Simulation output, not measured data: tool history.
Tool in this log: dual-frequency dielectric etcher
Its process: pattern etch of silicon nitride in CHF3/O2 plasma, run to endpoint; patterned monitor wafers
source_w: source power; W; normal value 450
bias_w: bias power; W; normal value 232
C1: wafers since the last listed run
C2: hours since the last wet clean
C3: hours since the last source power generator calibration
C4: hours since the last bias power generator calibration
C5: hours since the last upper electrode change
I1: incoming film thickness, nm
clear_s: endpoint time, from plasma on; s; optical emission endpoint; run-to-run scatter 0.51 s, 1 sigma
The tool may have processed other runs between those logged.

{"run": 1, "hour": 0.0, "source_w": 450, "bias_w": 232, "C1": 0, "C2": 15.4, "C3": 2484.9, "C4": 4105.1, "C5": 1999.3, "I1": 96.5, "clear_s": 70.6}
{"run": 2, "hour": 25.6, "source_w": 450, "bias_w": 232, "C1": 328, "C2": 41.0, "C3": 2510.5, "C4": 4130.7, "C5": 2024.9, "I1": 96.5, "clear_s": 71.4}
{"run": 3, "hour": 68.3, "source_w": 450, "bias_w": 232, "C1": 547, "C2": 83.7, "C3": 2553.2, "C4": 4173.4, "C5": 2067.6, "I1": 95.6, "clear_s": 69.8}
{"run": 4, "hour": 103.0, "source_w": 450, "bias_w": 232, "C1": 445, "C2": 118.4, "C3": 2587.9, "C4": 4208.1, "C5": 2102.3, "I1": 96.2, "clear_s": 70.2}
{"run": 5, "hour": 131.5, "source_w": 450, "bias_w": 232, "C1": 365, "C2": 146.9, "C3": 2616.4, "C4": 4236.6, "C5": 2130.8, "I1": 96.1, "clear_s": 70.2}
{"run": 6, "hour": 155.0, "source_w": 450, "bias_w": 232, "C1": 301, "C2": 170.4, "C3": 2639.9, "C4": 4260.1, "C5": 2154.3, "I1": 96.1, "clear_s": 69.9}
{"run": 7, "hour": 168.1, "source_w": 450, "bias_w": 201, "C1": 168, "C2": 183.5, "C3": 2653.0, "C4": 4273.2, "C5": 2167.4, "I1": 95.8, "clear_s": 76.1}
{"run": 8, "hour": 196.2, "source_w": 450, "bias_w": 201, "C1": 360, "C2": 211.6, "C3": 2681.1, "C4": 4301.3, "C5": 2195.5, "I1": 96.0, "clear_s": 76.4}
{"run": 9, "hour": 219.3, "source_w": 450, "bias_w": 201, "C1": 296, "C2": 234.7, "C3": 2704.2, "C4": 4324.4, "C5": 2218.6, "I1": 95.5, "clear_s": 75.6}
{"run": 10, "hour": 242.8, "source_w": 450, "bias_w": 232, "C1": 301, "C2": 258.2, "C3": 2727.7, "C4": 4347.9, "C5": 2242.1, "I1": 95.9, "clear_s": 69.3}
{"run": 11, "hour": 275.0, "source_w": 450, "bias_w": 232, "C1": 413, "C2": 290.4, "C3": 2759.9, "C4": 4380.1, "C5": 2274.3, "I1": 95.9, "clear_s": 70.4}
{"run": 12, "hour": 300.2, "source_w": 450, "bias_w": 232, "C1": 323, "C2": 315.6, "C3": 2785.1, "C4": 4405.3, "C5": 2299.5, "I1": 95.2, "clear_s": 69.4}
{"run": 13, "hour": 314.5, "source_w": 370, "bias_w": 232, "C1": 183, "C2": 329.9, "C3": 2799.4, "C4": 4419.6, "C5": 2313.8, "I1": 96.0, "clear_s": 79.2}
{"hour": 343.1, "done": "upper electrode replaced"}
{"run": 14, "hour": 349.7, "source_w": 370, "bias_w": 232, "C1": 143, "C2": 365.1, "C3": 2834.6, "C4": 4454.8, "C5": 6.6, "I1": 95.6, "clear_s": 79.0}
{"hour": 363.9, "done": "source power generator calibrated"}
{"run": 15, "hour": 374.6, "source_w": 370, "bias_w": 232, "C1": 268, "C2": 390.0, "C3": 10.7, "C4": 4479.7, "C5": 31.5, "I1": 96.6, "clear_s": 80.0}
{"run": 16, "hour": 389.9, "source_w": 450, "bias_w": 209, "C1": 196, "C2": 405.3, "C3": 26.0, "C4": 4495.0, "C5": 46.8, "I1": 95.4, "clear_s": 73.0}
{"hour": 411.3, "done": "bias power generator calibrated"}
{"run": 17, "hour": 419.3, "source_w": 450, "bias_w": 209, "C1": 325, "C2": 434.7, "C3": 55.4, "C4": 8.0, "C5": 76.2, "I1": 96.1, "clear_s": 75.6}
{"run": 18, "hour": 453.1, "source_w": 400, "bias_w": 194, "C1": 433, "C2": 468.5, "C3": 89.2, "C4": 41.8, "C5": 110.0, "I1": 96.1, "clear_s": 84.0}
{"run": 19, "hour": 465.4, "source_w": 410, "bias_w": 184, "C1": 157, "C2": 480.8, "C3": 101.5, "C4": 54.1, "C5": 122.3, "I1": 96.2, "clear_s": 84.8}
{"run": 20, "hour": 488.2, "source_w": 480, "bias_w": 267, "C1": 292, "C2": 503.6, "C3": 124.3, "C4": 76.9, "C5": 145.1, "I1": 96.1, "clear_s": 62.0}
{"run": 21, "hour": 519.0, "source_w": 450, "bias_w": 232, "C1": 395, "C2": 534.4, "C3": 155.1, "C4": 107.7, "C5": 175.9, "I1": 96.7, "clear_s": 70.6}
{"hour": 553.5, "done": "wet clean of the chamber"}
{"run": 22, "hour": 554.0, "source_w": 450, "bias_w": 181, "C1": 141, "C2": 0.5, "C3": 190.1, "C4": 142.7, "C5": 210.9, "I1": 95.5, "clear_s": 80.0}
{"run": 23, "hour": 592.9, "source_w": 450, "bias_w": 277, "C1": 498, "C2": 39.4, "C3": 229.0, "C4": 181.6, "C5": 249.8, "I1": 96.1, "clear_s": 64.0}
{"run": 24, "hour": 612.8, "source_w": 450, "bias_w": 232, "C1": 255, "C2": 59.3, "C3": 248.9, "C4": 201.5, "C5": 269.7, "I1": 94.8, "clear_s": 70.1}
{"run": 25, "hour": 624.8, "source_w": 450, "bias_w": 232, "C1": 153, "C2": 71.3, "C3": 260.9, "C4": 213.5, "C5": 281.7, "I1": 96.2, "clear_s": 70.4}
{"run": 26, "hour": 640.2, "source_w": 450, "bias_w": 232, "C1": 197, "C2": 86.7, "C3": 276.3, "C4": 228.9, "C5": 297.1, "I1": 96.0, "clear_s": 70.6}
{"run": 27, "hour": 658.0, "source_w": 450, "bias_w": 232, "C1": 228, "C2": 104.5, "C3": 294.1, "C4": 246.7, "C5": 314.9, "I1": 95.9, "clear_s": 69.7}
{"run": 28, "hour": 678.9, "source_w": 500, "bias_w": 187, "C1": 268, "C2": 125.4, "C3": 315.0, "C4": 267.6, "C5": 335.8, "I1": 95.2, "clear_s": 73.9}
{"run": 29, "hour": 693.6, "source_w": 520, "bias_w": 203, "C1": 188, "C2": 140.1, "C3": 329.7, "C4": 282.3, "C5": 350.5, "I1": 95.8, "clear_s": 70.0}
{"run": 30, "hour": 708.8, "source_w": 340, "bias_w": 249, "C1": 194, "C2": 155.3, "C3": 344.9, "C4": 297.5, "C5": 365.7, "I1": 95.9, "clear_s": 81.2}
{"run": 31, "hour": 781.8, "source_w": 370, "bias_w": 251, "C1": 936, "C2": 228.3, "C3": 417.9, "C4": 370.5, "C5": 438.7, "I1": 96.0, "clear_s": 77.0}
{"run": 32, "hour": 805.1, "source_w": 450, "bias_w": 232, "C1": 298, "C2": 251.6, "C3": 441.2, "C4": 393.8, "C5": 462.0, "I1": 96.5, "clear_s": 70.9}
{"run": 33, "hour": 822.7, "source_w": 450, "bias_w": 194, "C1": 225, "C2": 269.2, "C3": 458.8, "C4": 411.4, "C5": 479.6, "I1": 97.4, "clear_s": 79.1}
{"run": 34, "hour": 846.3, "source_w": 380, "bias_w": 232, "C1": 302, "C2": 292.8, "C3": 482.4, "C4": 435.0, "C5": 503.2, "I1": 96.5, "clear_s": 78.7}

Hidden condition of the tool, last listed run before each entry between runs versus first listed run after:
From run 13 to run 14: upper electrode replaced (hour 343.1)
  no hidden state differs between the two runs
From run 14 to run 15: source power generator calibrated (hour 363.9)
  no hidden state differs between the two runs
From run 16 to run 17: bias power generator calibrated (hour 411.3)
  no hidden state differs between the two runs
From run 21 to run 22: wet clean of the chamber (hour 553.5)
  no hidden state differs between the two runs
